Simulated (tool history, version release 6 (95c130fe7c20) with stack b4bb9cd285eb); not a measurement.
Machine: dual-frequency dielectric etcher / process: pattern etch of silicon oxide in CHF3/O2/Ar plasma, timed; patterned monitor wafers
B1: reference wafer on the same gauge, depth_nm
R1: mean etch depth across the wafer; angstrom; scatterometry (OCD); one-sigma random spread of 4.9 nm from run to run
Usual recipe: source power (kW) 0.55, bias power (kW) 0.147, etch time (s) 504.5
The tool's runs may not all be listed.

{"run": 1, "day": 0.0, "source power (kW)": 0.55, "bias power (kW)": 0.147, "etch time (s)": 504.5, "B1": 699.2, "R1": 8115}
{"run": 2, "day": 2.512, "source power (kW)": 0.55, "bias power (kW)": 0.147, "etch time (s)": 504.5, "B1": 698.9, "R1": 7886}
{"run": 3, "day": 4.35, "source power (kW)": 0.55, "bias power (kW)": 0.147, "etch time (s)": 576.5, "B1": 699.8, "R1": 9154}
{"day": 7.004, "done": "wet clean of the chamber, repeated, since the last time left the tool worse"}
{"run": 4, "day": 7.025, "source power (kW)": 0.55, "bias power (kW)": 0.147, "etch time (s)": 576.5, "B1": 698.4, "R1": 9724}
{"run": 5, "day": 8.433, "source power (kW)": 0.47, "bias power (kW)": 0.12, "etch time (s)": 552.5, "B1": 699.3, "R1": 8019}
{"run": 6, "day": 11.038, "source power (kW)": 0.55, "bias power (kW)": 0.147, "etch time (s)": 576.5, "B1": 698.7, "R1": 9765}
{"run": 7, "day": 13.55, "source power (kW)": 0.55, "bias power (kW)": 0.127, "etch time (s)": 504.5, "B1": 699.5, "R1": 8172}
{"day": 14.612, "done": "bias power generator calibrated"}
{"day": 16.746, "done": "gauge calibrated"}
{"run": 8, "day": 19.938, "source power (kW)": 0.55, "bias power (kW)": 0.147, "etch time (s)": 610.5, "B1": 698.5, "R1": 10204}
{"run": 9, "day": 21.354, "source power (kW)": 0.69, "bias power (kW)": 0.131, "etch time (s)": 428, "B1": 699, "R1": 7908}
{"run": 10, "day": 22.75, "source power (kW)": 0.55, "bias power (kW)": 0.177, "etch time (s)": 504.5, "B1": 699.2, "R1": 8859}
{"run": 11, "day": 24.329, "source power (kW)": 0.55, "bias power (kW)": 0.147, "etch time (s)": 504.5, "B1": 698.5, "R1": 8445}
{"run": 12, "day": 25.562, "source power (kW)": 0.55, "bias power (kW)": 0.174, "etch time (s)": 594, "B1": 698.8, "R1": 10396}
{"day": 28.933, "done": "upper electrode replaced"}
{"run": 13, "day": 28.954, "source power (kW)": 0.55, "bias power (kW)": 0.175, "etch time (s)": 504.5, "B1": 698.3, "R1": 8820}
{"run": 14, "day": 30.112, "source power (kW)": 0.68, "bias power (kW)": 0.12, "etch time (s)": 504.5, "B1": 699.1, "R1": 8913}
{"day": 31.625, "done": "wet clean of the chamber"}
{"run": 15, "day": 32.329, "source power (kW)": 0.55, "bias power (kW)": 0.166, "etch time (s)": 402, "B1": 700.2, "R1": 6987}
{"run": 16, "day": 33.538, "source power (kW)": 0.55, "bias power (kW)": 0.166, "etch time (s)": 652, "B1": 698.6, "R1": 11372}
{"day": 35.021, "done": "source power generator calibrated"}
{"run": 17, "day": 35.042, "source power (kW)": 0.45, "bias power (kW)": 0.147, "etch time (s)": 504.5, "B1": 698.4, "R1": 7515}
{"run": 18, "day": 37.104, "source power (kW)": 0.55, "bias power (kW)": 0.126, "etch time (s)": 504.5, "B1": 699.2, "R1": 8130}
{"run": 19, "day": 39.346, "source power (kW)": 0.55, "bias power (kW)": 0.178, "etch time (s)": 619, "B1": 698.6, "R1": 10962}
{"run": 20, "day": 40.475, "source power (kW)": 0.44, "bias power (kW)": 0.175, "etch time (s)": 593, "B1": 699.2, "R1": 9079}
{"run": 21, "day": 42.929, "source power (kW)": 0.55, "bias power (kW)": 0.147, "etch time (s)": 504.5, "B1": 698.5, "R1": 8427}
{"run": 22, "day": 44.238, "source power (kW)": 0.43, "bias power (kW)": 0.147, "etch time (s)": 600, "B1": 699.5, "R1": 8547}
{"run": 23, "day": 46.121, "source power (kW)": 0.49, "bias power (kW)": 0.147, "etch time (s)": 430, "B1": 698.8, "R1": 6728}
{"run": 24, "day": 47.946, "source power (kW)": 0.43, "bias power (kW)": 0.161, "etch time (s)": 398.5, "B1": 699.6, "R1": 5834}
{"run": 25, "day": 49.008, "source power (kW)": 0.55, "bias power (kW)": 0.122, "etch time (s)": 393, "B1": 698.6, "R1": 6192}
{"run": 26, "day": 50.792, "source power (kW)": 0.55, "bias power (kW)": 0.174, "etch time (s)": 398.5, "B1": 698.3, "R1": 6914}
{"run": 27, "day": 53.175, "source power (kW)": 0.5, "bias power (kW)": 0.147, "etch time (s)": 504.5, "B1": 699.2, "R1": 7877}
{"day": 54.7, "done": "wet clean of the chamber"}
{"run": 28, "day": 54.721, "source power (kW)": 0.55, "bias power (kW)": 0.147, "etch time (s)": 620.5, "B1": 699.3, "R1": 10487}
{"run": 29, "day": 55.971, "source power (kW)": 0.61, "bias power (kW)": 0.147, "etch time (s)": 382.5, "B1": 699, "R1": 6835}

Here are 4 independent what-if runs from the current tool condition. What would each one return?
{"run": "A", "day": 55.996, "source power (kW)": 0.67, "bias power (kW)": 0.147, "etch time (s)": 504.5, "B1": "?", "R1": "?"}
{"run": "B", "day": 55.996, "source power (kW)": 0.55, "bias power (kW)": 0.11, "etch time (s)": 504.5, "B1": "?", "R1": "?"}
{"run": "C", "day": 55.996, "source power (kW)": 0.55, "bias power (kW)": 0.134, "etch time (s)": 394.5, "B1": "?", "R1": "?"}
{"run": "D", "day": 55.996, "source power (kW)": 0.55, "bias power (kW)": 0.147, "etch time (s)": 364.5, "B1": "?", "R1": "?"}

run=A B1=698.5 R1=9601
run=B B1=698.5 R1=7952
run=C B1=698.5 R1=6540
run=D B1=698.5 R1=6196
Without the tool's hidden state the same runs would have given:
run=A R1=9620
run=B R1=7967
run=C R1=6553
run=D R1=6208
